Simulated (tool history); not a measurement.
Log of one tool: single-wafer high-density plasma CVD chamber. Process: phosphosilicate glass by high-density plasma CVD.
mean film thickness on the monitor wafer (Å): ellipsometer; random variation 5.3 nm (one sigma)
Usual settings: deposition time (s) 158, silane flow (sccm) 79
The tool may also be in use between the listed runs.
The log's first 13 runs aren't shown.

| run | hour | deposition time (s) | silane flow (sccm) | read-back reference wafer on the same gauge, thickness_nm | mean film thickness on the monitor wafer (Å) |
|---|---|---|---|---|---|
| 14 | 549.0 | 177 | 79 | 1529.371 | 16144.31 |
| 15 | 604.7 | 158 | 79 | 1530.817 | 14483.24 |
|  | 623.9 | silane flow controller replaced |
| 16 | 665.1 | 158 | 79 | 1531.089 | 13529.01 |
| 17 | 726.2 | 140 | 90 | 1530.413 | 13634.38 |
| 18 | 846.3 | 158 | 72 | 1530.259 | 12346.59 |
| 19 | 885.9 | 134 | 79 | 1529.316 | 11436.26 |
| 20 | 918.5 | 173 | 79 | 1529.029 | 14728.15 |
| 21 | 947.1 | 158 | 79 | 1530.674 | 13549.77 |
| 22 | 990.9 | 150 | 90 | 1528.788 | 14684.29 |
| 23 | 1059.0 | 130 | 79 | 1530.319 | 11228.03 |
|  | 1134.2 | gauge calibrated |
| 24 | 1189.7 | 134 | 71 | 1529.398 | 10435.16 |
| 25 | 1238.7 | 128 | 68 | 1528.929 | 9487.01 |
| 26 | 1274.8 | 129 | 85 | 1529.404 | 11891.64 |
| 27 | 1345.0 | 186 | 64 | 1530.901 | 13121.22 |
| 28 | 1399.1 | 158 | 94 | 1530.035 | 16268.25 |
| 29 | 1450.8 | 172 | 79 | 1528.511 | 14875.94 |
| 30 | 1518.6 | 189 | 69 | 1529.738 | 14320.40 |

Forecast each of these 3 alternatives for the next run:
| A | 1519.0 | 158 | 79 | ? | ? |
| B | 1519.0 | 158 | 91 | ? | ? |
| C | 1519.0 | 141 | 74 | ? | ? |

| run | read-back reference wafer on the same gauge, thickness_nm | mean film thickness on the monitor wafer (Å) |
|---|---|---|
| A | 1529.593 | 13603.43 |
| B | 1529.593 | 15669.78 |
| C | 1529.593 | 11371.43 |
Without the tool's hidden state the same runs would have given:
| run | mean film thickness on the monitor wafer (Å) |
|---|---|
| A | 13407.17 |
| B | 15443.70 |
| C | 11207.37 |
